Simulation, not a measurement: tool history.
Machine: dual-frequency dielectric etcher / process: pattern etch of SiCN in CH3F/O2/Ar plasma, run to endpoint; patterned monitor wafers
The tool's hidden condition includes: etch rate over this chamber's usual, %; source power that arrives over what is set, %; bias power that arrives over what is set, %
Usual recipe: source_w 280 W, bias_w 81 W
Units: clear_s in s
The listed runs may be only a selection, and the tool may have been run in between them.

| run | hour | source_w | bias_w | wafers since the last listed run | hours since the last wet clean | hours since the last source power generator calibration | hours since the last bias power generator calibration | hours since the last upper electrode change | incoming incoming film thickness, nm | clear_s |
|---|---|---|---|---|---|---|---|---|---|---|
| 1 | 0 | 280 | 81 | 0 | 433.5 | 2665.7 | 3894.9 | 2969.1 | 10 | 28.2 |
|  | 41.8 | wet clean of the chamber |
| 2 | 42.3 | 280 | 81 | 178 | 0.5 | 2708 | 3937.2 | 3011.4 | 9.84 | 29.6 |
| 3 | 90.5 | 280 | 81 | 469 | 48.7 | 2756.2 | 3985.4 | 3059.6 | 9.98 | 30 |
| 4 | 123.6 | 280 | 81 | 322 | 81.8 | 2789.3 | 4018.5 | 3092.7 | 10 | 30 |
| 5 | 150.2 | 230 | 75 | 259 | 108.4 | 2815.9 | 4045.1 | 3119.3 | 9.91 | 32.4 |
| 6 | 174.7 | 230 | 75 | 238 | 132.9 | 2840.4 | 4069.6 | 3143.8 | 10.03 | 33 |
| 7 | 188 | 230 | 75 | 129 | 146.2 | 2853.7 | 4082.9 | 3157.1 | 9.99 | 32.9 |
| 8 | 219.3 | 280 | 81 | 305 | 177.5 | 2885 | 4114.2 | 3188.4 | 9.99 | 29.4 |
|  | 243.6 | bias power generator calibrated |
| 9 | 247.6 | 280 | 81 | 236 | 205.8 | 2913.3 | 4 | 3216.7 | 10.1 | 29.7 |
|  | 282.8 | upper electrode replaced |
| 10 | 283.3 | 280 | 81 | 114 | 241.5 | 2949 | 39.7 | 0.5 | 9.93 | 28.9 |
|  | 290.5 | source power generator calibrated |
| 11 | 305.7 | 280 | 81 | 179 | 263.9 | 15.2 | 62.1 | 22.9 | 10.03 | 29.1 |
| 12 | 341.3 | 300 | 75 | 346 | 299.5 | 50.8 | 97.7 | 58.5 | 9.94 | 29.1 |
| 13 | 368 | 300 | 75 | 260 | 326.2 | 77.5 | 124.4 | 85.2 | 10.08 | 29.7 |
| 14 | 389.7 | 280 | 81 | 211 | 347.9 | 99.2 | 146.1 | 106.9 | 10.07 | 28.9 |
| 15 | 421.6 | 280 | 81 | 310 | 379.8 | 131.1 | 178 | 138.8 | 9.96 | 28.4 |
|  | 448.1 | wet clean of the chamber |
| 16 | 448.6 | 280 | 87 | 29 | 0.5 | 158.1 | 205 | 165.8 | 9.99 | 28.6 |
| 17 | 455.5 | 330 | 98 | 67 | 7.4 | 165 | 211.9 | 172.7 | 9.95 | 25.1 |
| 18 | 490.9 | 230 | 69 | 345 | 42.8 | 200.4 | 247.3 | 208.1 | 10 | 35.3 |
| 19 | 596 | 340 | 68 | 1024 | 147.9 | 305.5 | 352.4 | 313.2 | 10.07 | 31 |
| 20 | 616.2 | 340 | 73 | 196 | 168.1 | 325.7 | 372.6 | 333.4 | 9.99 | 29.4 |
| 21 | 642.2 | 280 | 93 | 253 | 194.1 | 351.7 | 398.6 | 359.4 | 9.97 | 27 |
| 22 | 662.3 | 350 | 72 | 195 | 214.2 | 371.8 | 418.7 | 379.5 | 9.98 | 29.2 |
| 23 | 677.7 | 330 | 100 | 150 | 229.6 | 387.2 | 434.1 | 394.9 | 10.05 | 25.1 |
| 24 | 704.5 | 280 | 64 | 261 | 256.4 | 414 | 460.9 | 421.7 | 9.97 | 33.8 |
| 25 | 721.2 | 280 | 81 | 162 | 273.1 | 430.7 | 477.6 | 438.4 | 10.02 | 28.9 |
| 26 | 734.7 | 280 | 98 | 131 | 286.6 | 444.2 | 491.1 | 451.9 | 10.2 | 26.3 |
| 27 | 765.9 | 240 | 87 | 304 | 317.8 | 475.4 | 522.3 | 483.1 | 9.99 | 28.7 |
| 28 | 784.5 | 240 | 81 | 181 | 336.4 | 494 | 540.9 | 501.7 | 9.98 | 30.2 |
| 29 | 798.5 | 230 | 75 | 136 | 350.4 | 508 | 554.9 | 515.7 | 10.03 | 32.3 |

3 ways to go on from here, each from the tool as it stands after run 29. What would each give?
| A | 798.9 | 280 | 81 | 3 | 350.8 | 508.4 | 555.3 | 516.1 | 10.05 | ? |
| B | 798.9 | 210 | 75 | 3 | 350.8 | 508.4 | 555.3 | 516.1 | 10.05 | ? |
| C | 798.9 | 210 | 98 | 3 | 350.8 | 508.4 | 555.3 | 516.1 | 10.05 | ? |

| run | clear_s |
|---|---|
| A | 29.1 |
| B | 33.4 |
| C | 28.5 |
Without the tool's unlogged condition, the same runs would have read:
| run | clear_s |
|---|---|
| A | 30.1 |
| B | 34.5 |
| C | 29.5 |

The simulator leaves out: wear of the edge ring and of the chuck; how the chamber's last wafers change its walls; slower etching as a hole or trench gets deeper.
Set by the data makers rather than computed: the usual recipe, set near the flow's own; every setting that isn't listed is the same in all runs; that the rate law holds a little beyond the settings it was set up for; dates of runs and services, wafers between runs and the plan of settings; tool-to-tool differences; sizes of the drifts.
